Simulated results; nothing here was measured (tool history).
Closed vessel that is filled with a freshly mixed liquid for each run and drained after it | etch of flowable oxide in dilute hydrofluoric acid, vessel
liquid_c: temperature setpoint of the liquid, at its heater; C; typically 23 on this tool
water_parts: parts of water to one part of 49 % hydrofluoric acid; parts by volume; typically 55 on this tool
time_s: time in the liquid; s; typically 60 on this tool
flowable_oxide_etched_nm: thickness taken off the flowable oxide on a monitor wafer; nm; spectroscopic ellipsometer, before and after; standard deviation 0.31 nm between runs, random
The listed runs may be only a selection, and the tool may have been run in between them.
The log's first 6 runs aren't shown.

run	hour	liquid_c	water_parts	time_s	read-back film thickness of the flowable oxide reference wafer, read on the same gauge (nm)	flowable_oxide_etched_nm
7	204.7	23	55	60	89.95	49.89
8	237.1	19.5	55	60	89.99	42.65
9	269.9	19.5	55	60	89.99	42.31
# hour 273.3: gauge calibrated
10	299.8	23	55	60	90.04	49.38
11	323.4	23	55	60	89.98	50.18
12	337.5	23	55	70	90	58.1
13	359.3	23	55	70	89.97	58.11
14	377.8	23	55	60	90.05	49.74
# hour 394.9: hydrofluoric acid flow meter replaced
15	465.9	23	55	60	90.03	49.68
16	496.2	23	55	40	89.98	33.65
17	517.4	24.5	55	95	90	83.09
18	547.3	19.5	35	90	89.97	103.39
# hour 561.7: thermometer replaced
19	563	24.5	85	45	89.96	24.5
20	633.3	21.5	80	50	89.99	26.02
21	653.4	26.5	30	80	89.99	144.63
22	685.6	23	55	60	89.97	49.71
23	701.9	19	55	85	90.02	59.41
24	715.1	23	55	60	90.01	49.94
25	738.7	23	55	40	89.97	32.77
26	773.6	19	45	60	89.99	51.46
27	793.2	23	55	85	89.99	69.91
28	809.2	18.5	35	95	90.01	103.98
29	836.6	23	55	60	89.98	50.14
30	864.9	23	55	60	90	49.82

4 options for the next run, each taken on its own from the tool as it stands now. Forecast them:
A	865.6	24.5	55	60	?	?
B	865.6	26	80	70	?	?
C	865.6	26.5	30	60	?	?
D	865.6	18.5	55	90	?	?

run	read-back film thickness of the flowable oxide reference wafer, read on the same gauge (nm)	flowable_oxide_etched_nm
A	90.04	52.46
B	90.04	43.23
C	90.04	108.07
D	90.04	61.23
What these runs would have given with no unlogged condition in the tool:
run	flowable_oxide_etched_nm
A	52.46
B	43.23
C	108.07
D	61.23
